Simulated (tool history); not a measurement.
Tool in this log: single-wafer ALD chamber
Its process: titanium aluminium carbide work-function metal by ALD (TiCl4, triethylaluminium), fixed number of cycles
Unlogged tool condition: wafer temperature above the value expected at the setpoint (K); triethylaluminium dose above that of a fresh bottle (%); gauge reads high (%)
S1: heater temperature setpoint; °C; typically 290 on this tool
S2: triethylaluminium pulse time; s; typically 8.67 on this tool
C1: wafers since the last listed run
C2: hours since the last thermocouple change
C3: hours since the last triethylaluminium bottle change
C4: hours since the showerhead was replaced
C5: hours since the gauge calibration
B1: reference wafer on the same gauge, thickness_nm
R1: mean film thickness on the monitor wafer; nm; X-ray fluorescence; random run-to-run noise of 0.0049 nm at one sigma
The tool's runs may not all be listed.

run,hour,S1,S2,C1,C2,C3,C4,C5,B1,R1
1,0.0,295,8.67,0,2405.1,1289.2,4426.9,779.9,1.629,1.900
2,60.5,295,8.67,741,2465.6,1349.7,4487.4,840.4,1.630,1.904
3,104.1,295,8.67,534,2509.2,1393.3,4531.0,884.0,1.629,1.904
4,144.2,290,8.67,491,2549.3,1433.4,4571.1,924.1,1.630,1.854
5,208.9,290,8.67,792,2614.0,1498.1,4635.8,988.8,1.631,1.861
6,236.7,290,8.67,340,2641.8,1525.9,4663.6,1016.6,1.630,1.857
7,275.1,290,8.67,470,2680.2,1564.3,4702.0,1055.0,1.630,1.854
# hour 327.8: thermocouple changed; heater temperature recalibrated
8,330.9,290,8.67,585,3.1,1620.1,4757.8,1110.8,1.630,1.897
9,398.8,290,10.66,831,71.0,1688.0,4825.7,1178.7,1.630,1.969
# hour 454.4: showerhead replaced
10,466.8,290,10.66,735,139.0,1756.0,12.4,1246.7,1.630,1.973
# hour 467.9: gauge calibrated
11,497.3,294,9.68,373,169.5,1786.5,42.9,29.4,1.630,1.975
12,544.8,286,5.56,581,217.0,1834.0,90.4,76.9,1.631,1.666
# hour 559.1: triethylaluminium bottle replaced
13,613.5,275,6.94,743,285.7,54.4,159.1,145.6,1.630,1.746
14,673.2,280,7.55,731,345.4,114.1,218.8,205.3,1.629,1.803
15,710.4,290,8.67,455,382.6,151.3,256.0,242.5,1.631,1.930

Predict the results of run 16:
16,764.4,279,10.17,661,436.6,205.3,310.0,296.5,?,?

{"run 16": {"B1": 1.631, "R1": 1.875}}
Had the tool carried no hidden state, the very same run would have given R1 1.911 nm.

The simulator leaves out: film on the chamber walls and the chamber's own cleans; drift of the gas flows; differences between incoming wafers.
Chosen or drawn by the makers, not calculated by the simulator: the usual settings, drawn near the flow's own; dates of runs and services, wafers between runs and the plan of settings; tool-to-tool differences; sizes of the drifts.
